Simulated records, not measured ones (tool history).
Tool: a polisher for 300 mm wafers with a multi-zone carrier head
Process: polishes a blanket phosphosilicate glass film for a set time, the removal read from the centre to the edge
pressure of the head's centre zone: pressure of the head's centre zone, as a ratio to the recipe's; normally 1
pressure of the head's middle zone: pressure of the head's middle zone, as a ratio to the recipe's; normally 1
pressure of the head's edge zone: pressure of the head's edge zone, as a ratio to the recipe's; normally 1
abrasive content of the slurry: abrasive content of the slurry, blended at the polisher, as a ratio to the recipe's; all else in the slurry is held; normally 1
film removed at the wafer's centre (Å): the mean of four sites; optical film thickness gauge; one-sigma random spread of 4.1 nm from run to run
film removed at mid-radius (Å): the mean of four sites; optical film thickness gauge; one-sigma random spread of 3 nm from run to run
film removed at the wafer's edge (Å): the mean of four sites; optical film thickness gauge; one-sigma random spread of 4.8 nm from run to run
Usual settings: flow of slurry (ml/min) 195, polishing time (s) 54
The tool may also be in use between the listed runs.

run     day  flow of slurry (ml/min)  pressure of the head's centre zone  pressure of the head's middle zone  pressure of the head's edge zone  abrasive content of the slurry  polishing time (s)  incoming thickness of the incoming film, nm  film removed at the wafer's centre (Å)  film removed at mid-radius (Å)  film removed at the wafer's edge (Å)
  1       0                      195                                   1                                   1                                 1                               1                  61                                       3018.2                                    3209                            3408                                  3456
  2   0.946                      195                                   1                                   1                                 1                               1                  61                                       3000.4                                    3159                            3399                                  3511
  3   2.325                      195                                   1                                   1                                 1                               1                  61                                       3012.8                                    3172                            3363                                  3533
      2.796  -- worn pad replaced by a new one
  4     3.3                      195                                   1                                   1                                 1                             0.8                  54                                       3068.1                                    2534                            2664                                  2630
  5   5.875                      195                                   1                                   1                                 1                             0.8                  54                                       3043.5                                    2441                            2619                                  2751
  6   6.729                      195                                   1                                   1                                 1                             0.8                  54                                       3057.3                                    2419                            2589                                  2778
      7.338  -- carrier head's membrane replaced by a new one
      7.392  -- worn pad replaced by a new one
  7   7.767                      195                                   1                                   1                                 1                               1                  54                                         3024                                    2753                            3011                                  3116
  8   8.317                      195                                   1                                   1                                 1                               1                  54                                         2982                                    2742                            3007                                  3101
       9.45  -- slurry nozzle cleaned
  9   9.629                      235                                   1                                0.93                                 1                               1                  54                                       3052.1                                    3025                            3098                                  3266
 10  10.162                      245                                   1                                   1                              1.03                             0.8                  54                                       3062.1                                    2681                            2878                                  2989
 11   10.95                      230                                   1                                0.94                                 1                               1                  54                                       3038.7                                    2972                            3059                                  3288
     11.679  -- edge zone pressure recalibrated
     11.954  -- worn pad replaced by a new one
 12    12.1                      195                                   1                                 0.9                                 1                               1                  54                                       3073.1                                    2845                            2897                                  3169
 13  13.154                      195                                   1                                   1                                 1                               1                  54                                       3020.1                                    2922                            3118                                  3186
 14  14.412                      195                                   1                                   1                                 1                               1                  54                                       3011.5                                    2821                            3034                                  3159
 15  15.858                      195                                   1                                 0.9                              1.08                               1                  54                                       3066.8                                    2737                            2801                                  3183
     16.054  -- centre zone pressure recalibrated
     16.871  -- worn pad replaced by a new one
 16  17.083                      195                                   1                                   1                                 1                             0.8                  54                                         3071                                    2656                            2658                                  2633
     21.288  -- worn pad replaced by a new one
 17  21.325                      255                                1.11                                   1                              1.04                               1                  54                                       3088.1                                    3364                            3085                                  3149

5 options for the next run, each taken on its own from the tool as it stands now. Forecast them:
  A  21.342                      195                                   1                                   1                                 1                               1                  54                                       3007.2                                       ?                               ?                                     ?
  B  21.342                      195                                1.07                                   1                                 1                               1                  54                                       3007.2                                       ?                               ?                                     ?
  C  21.342                      130                                   1                                   1                                 1                             1.2                  54                                       3007.2                                       ?                               ?                                     ?
  D  21.342                      195                                   1                                   1                                 1                               1                  49                                       3007.2                                       ?                               ?                                     ?
  E  21.342                      195                                   1                                1.07                                 1                               1                  54                                       3007.2                                       ?                               ?                                     ?

run  film removed at the wafer's centre (Å)  film removed at mid-radius (Å)  film removed at the wafer's edge (Å)
  A                                    2828                            2962                                  3033
  B                                    3028                            2961                                  3033
  C                                    2749                            2923                                  3089
  D                                    2566                            2687                                  2752
  E                                    2829                            3137                                  3030
Without the tool's hidden state the same runs would have given:
run  film removed at the wafer's centre (Å)  film removed at mid-radius (Å)  film removed at the wafer's edge (Å)
  A                                    3220                            3197                                  3206
  B                                    3447                            3196                                  3206
  C                                    3256                            3260                                  3329
  D                                    2922                            2901                                  2909
  E                                    3222                            3386                                  3203
